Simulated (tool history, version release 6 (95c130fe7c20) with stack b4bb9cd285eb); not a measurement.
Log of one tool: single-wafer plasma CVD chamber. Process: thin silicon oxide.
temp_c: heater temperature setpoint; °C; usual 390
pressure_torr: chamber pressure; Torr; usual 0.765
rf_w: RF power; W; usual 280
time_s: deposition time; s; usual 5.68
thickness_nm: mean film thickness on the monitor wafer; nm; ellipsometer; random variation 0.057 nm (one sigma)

run,day,temp_c,pressure_torr,rf_w,time_s,wafers since the last listed run,hours since the last thermocouple change,hours since the last RF generator calibration,hours since the last manometer calibration,hours since the showerhead was replaced,hours since the gauge calibration,"read-back reference wafer on the same gauge, thickness_nm",thickness_nm
1,0.000,390,0.765,280,5.68,0,852.2,904.1,407.1,4375.3,869.2,10.795,10.079
# day 1.867: RF generator calibrated
2,3.583,390,0.765,280,5.68,1224,938.2,41.2,493.1,4461.3,955.2,10.806,10.109
# day 4.250: thermocouple changed; heater temperature recalibrated
3,6.900,390,0.765,280,5.68,1124,63.6,120.8,572.7,4540.9,1034.8,10.821,10.179
4,9.225,390,0.765,280,5.68,876,119.4,176.6,628.5,4596.7,1090.6,10.845,10.108
5,12.292,390,0.765,280,5.68,1155,193.0,250.2,702.1,4670.3,1164.2,10.861,10.058
6,15.708,390,0.765,280,5.68,1287,275.0,332.2,784.1,4752.3,1246.2,10.890,10.222
7,18.667,384,0.765,280,5.68,1115,346.0,403.2,855.1,4823.3,1317.2,10.907,10.286
8,22.679,400,0.765,245,5.68,1512,442.3,499.5,951.4,4919.6,1413.5,10.942,9.828
9,26.979,390,0.765,280,5.68,1620,545.5,602.7,1054.6,5022.8,1516.7,11.003,10.265
10,30.875,379,0.942,295,5.68,1468,639.0,696.2,1148.1,5116.3,1610.2,11.037,12.632
# day 31.892: gauge calibrated
11,33.729,390,0.765,280,5.68,1075,707.5,764.7,1216.6,5184.8,44.1,10.715,9.984
12,35.904,395,0.814,320,6.03,819,759.7,816.9,1268.8,5237.0,96.3,10.725,11.678
# day 37.321: showerhead replaced
13,38.038,390,0.765,280,5.68,678,810.9,868.1,1320.0,17.2,147.5,10.726,9.988
14,41.542,390,0.829,245,6.70,1320,895.0,952.2,1404.1,101.3,231.6,10.722,12.325
# day 41.975: thermocouple changed; heater temperature recalibrated
15,44.167,390,0.666,280,5.68,863,52.6,1015.2,1467.1,164.3,294.6,10.717,8.662
16,45.742,390,0.818,300,5.68,593,90.4,1053.0,1504.9,202.1,332.4,10.735,10.983
# day 48.112: RF generator calibrated
# day 48.604: capacitance manometer re-zeroed and calibrated
17,50.204,390,0.765,280,5.36,1430,197.5,50.2,38.4,309.2,439.5,10.736,9.498
18,52.725,390,0.765,240,5.68,950,258.0,110.7,98.9,369.7,500.0,10.744,9.687
19,55.454,390,0.708,225,5.68,1028,323.5,176.2,164.4,435.2,565.5,10.755,8.795
20,59.692,390,0.765,280,5.68,1597,425.2,277.9,266.1,536.9,667.2,10.782,10.094
21,62.204,390,0.765,280,5.68,946,485.5,338.2,326.4,597.2,727.5,10.792,10.174
22,64.746,395,0.765,315,5.38,957,546.5,399.2,387.4,658.2,788.5,10.788,9.820
23,68.946,390,0.644,240,6.52,1583,647.3,500.0,488.2,759.0,889.3,10.822,9.260
24,70.758,380,0.765,230,5.68,683,690.8,543.5,531.7,802.5,932.8,10.826,9.685
25,72.683,379,0.702,280,5.68,725,737.0,589.7,577.9,848.7,979.0,10.847,9.344
26,75.321,390,0.708,225,5.68,994,800.3,653.0,641.2,912.0,1042.3,10.867,8.864
27,78.342,390,0.765,280,5.68,1138,872.8,725.5,713.7,984.5,1114.8,10.884,10.242

5 ways to go on from here, each from the tool as it stands after run 27. What would each give?
A,78.358,390,0.765,280,6.65,6,873.2,725.9,714.1,984.9,1115.2,?,?
B,78.358,377,0.942,260,6.53,6,873.2,725.9,714.1,984.9,1115.2,?,?
C,78.358,397,0.866,330,5.09,6,873.2,725.9,714.1,984.9,1115.2,?,?
D,78.358,380,0.650,250,6.42,6,873.2,725.9,714.1,984.9,1115.2,?,?
E,78.358,395,0.765,330,5.68,6,873.2,725.9,714.1,984.9,1115.2,?,?

run,"read-back reference wafer on the same gauge, thickness_nm",thickness_nm
A,10.889,11.964
B,10.889,13.939
C,10.889,10.707
D,10.889,9.493
E,10.889,10.678
Without the tool's hidden state the same runs would have given:
run,thickness_nm
A,11.759
B,13.701
C,10.524
D,9.330
E,10.496
